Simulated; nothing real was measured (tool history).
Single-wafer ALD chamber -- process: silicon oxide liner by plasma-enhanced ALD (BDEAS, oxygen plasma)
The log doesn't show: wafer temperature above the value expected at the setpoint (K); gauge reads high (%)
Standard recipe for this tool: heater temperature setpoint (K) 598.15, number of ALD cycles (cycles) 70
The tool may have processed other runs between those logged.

| run | hour | heater temperature setpoint (K) | number of ALD cycles (cycles) | wafers since the last listed run | hours since the last thermocouple change | hours since the gauge calibration | read-back reference wafer on the same gauge, thickness_nm | mean film thickness on the monitor wafer (nm) |
|---|---|---|---|---|---|---|---|---|
| 1 | 0 | 598.15 | 70 | 0 | 2927.9 | 16.6 | 6.041 | 6.085 |
| 2 | 9.8 | 598.15 | 70 | 57 | 2937.7 | 26.4 | 6.04 | 6.114 |
| 3 | 21.6 | 595.15 | 80 | 68 | 2949.5 | 38.2 | 6.036 | 7.014 |
| 4 | 30.3 | 595.15 | 80 | 50 | 2958.2 | 46.9 | 6.042 | 7.001 |
| 5 | 37.5 | 595.15 | 80 | 41 | 2965.4 | 54.1 | 6.043 | 7.017 |
| 6 | 51.2 | 598.15 | 70 | 79 | 2979.1 | 67.8 | 6.036 | 6.147 |
| 7 | 61.2 | 598.15 | 70 | 58 | 2989.1 | 77.8 | 6.04 | 6.103 |
| 8 | 77.2 | 598.15 | 70 | 93 | 3005.1 | 93.8 | 6.041 | 6.13 |
| 9 | 93.8 | 598.15 | 70 | 96 | 3021.7 | 110.4 | 6.039 | 6.113 |
| 10 | 103.6 | 604.15 | 70 | 57 | 3031.5 | 120.2 | 6.039 | 6.08 |
| 11 | 117.8 | 604.15 | 70 | 82 | 3045.7 | 134.4 | 6.039 | 6.08 |
| 12 | 125.6 | 586.15 | 64 | 45 | 3053.5 | 142.2 | 6.04 | 5.693 |
| 13 | 133.2 | 605.15 | 59 | 44 | 3061.1 | 149.8 | 6.044 | 5.118 |
| 14 | 148.8 | 591.15 | 76 | 90 | 3076.7 | 165.4 | 6.041 | 6.708 |
|  | 156.9 | gauge calibrated |
| 15 | 158.1 | 608.15 | 75 | 54 | 3086 | 1.2 | 6.04 | 6.485 |
| 16 | 169.3 | 602.15 | 70 | 65 | 3097.2 | 12.4 | 6.038 | 6.081 |
| 17 | 183.9 | 605.15 | 70 | 85 | 3111.8 | 27 | 6.042 | 6.083 |
| 18 | 193.8 | 610.15 | 70 | 57 | 3121.7 | 36.9 | 6.04 | 6.034 |
|  | 215.7 | thermocouple changed; heater temperature recalibrated |
| 19 | 237.6 | 605.15 | 82 | 208 | 21.9 | 80.7 | 6.043 | 7.079 |
| 20 | 250.5 | 598.15 | 70 | 75 | 34.8 | 93.6 | 6.042 | 6.128 |
| 21 | 265.1 | 589.15 | 79 | 85 | 49.4 | 108.2 | 6.042 | 6.967 |

Estimate the outcome of run 22 from the log above:
| 22 | 271.3 | 598.15 | 70 | 36 | 55.6 | 114.4 | ? | ? |

read-back reference wafer on the same gauge, thickness_nm: 6.041
mean film thickness on the monitor wafer (nm): 6.132
On a tool with no hidden condition, and with the same random variation, this run would have come out at mean film thickness on the monitor wafer (nm) 6.132.
